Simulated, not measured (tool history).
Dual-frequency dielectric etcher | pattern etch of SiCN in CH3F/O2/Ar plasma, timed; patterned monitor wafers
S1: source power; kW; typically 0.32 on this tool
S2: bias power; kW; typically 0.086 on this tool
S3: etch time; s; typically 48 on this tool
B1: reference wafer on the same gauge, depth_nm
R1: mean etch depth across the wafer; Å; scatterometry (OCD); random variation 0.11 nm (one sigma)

run    hour    S1     S2    S3     B1     R1
  1       0  0.32  0.086    48  18.27    175
       31.9  -- wet clean of the chamber
  2    66.8  0.27  0.086    48  18.31  158.6
      119.8  -- gauge calibrated
  3     164  0.32  0.086    39  18.28  137.8
  4   222.3  0.32  0.086    39  18.27  139.5
  5   294.2  0.32  0.086    48  18.27  173.2
  6     386  0.32  0.086    48  18.25  172.2
      459.4  -- source power generator calibrated
  7   461.5  0.32  0.091  54.5  18.32  201.1
  8   531.4  0.32  0.091  54.5   18.3  201.7
      627.5  -- wet clean of the chamber
  9   637.5  0.32  0.086    48   18.3  171.2
 10   693.8  0.32  0.102    48  18.32  183.1
 11   748.8  0.32  0.073    58   18.3  192.4
      773.6  -- upper electrode replaced, of another model than before
 12   804.1  0.32  0.086    48  18.31  173.1
 13   863.5  0.32  0.086    48   18.3  170.7
 14   958.4  0.29  0.103    48  18.36    188
      990.5  -- bias power generator calibrated
 15  1024.7  0.32  0.086    48  18.32  170.6
 16  1127.9  0.37  0.086    48  18.33  180.7
 17  1175.8  0.38  0.069    34  18.27  110.7
     1213.6  -- wet clean of the chamber
 18  1219.3  0.38  0.086    48  18.29  179.2
 19  1325.2  0.29  0.086    48  18.27  168.3
 20  1362.5  0.25  0.086    53  18.31  177.8
 21  1404.3  0.32  0.086    48  18.29  169.8
 22  1504.9  0.32  0.086    48  18.34    172
 23  1571.7  0.29  0.086  36.5  18.29  128.4
 24  1641.4  0.34  0.093    44  18.33  169.1
 25  1709.1  0.35  0.073    62  18.31  204.2
 26  1777.1  0.32  0.086    48  18.25  174.5
 27  1824.7  0.38  0.086    40  18.34  151.5
     1922.5  -- wet clean of the chamber
 28    2084  0.25  0.086  53.5  18.29  178.8
 29    2144  0.39  0.086  60.5  18.29  229.1
 30  2202.1  0.32  0.086    48   18.3  170.3

Predict each of these 3 candidate next runs independently; none follows another, all start after run 30:
  A  2202.5  0.32  0.086    48   ?   ?
  B  2202.5  0.28  0.105  56.5   ?   ?
  C  2202.5  0.32   0.08    59   ?   ?

run     B1     R1
  A  18.31  170.3
  B  18.31  220.1
  C  18.31  199.5
Without the tool's hidden state the same runs would have given:
run     R1
  A  168.6
  B  217.9
  C  197.5
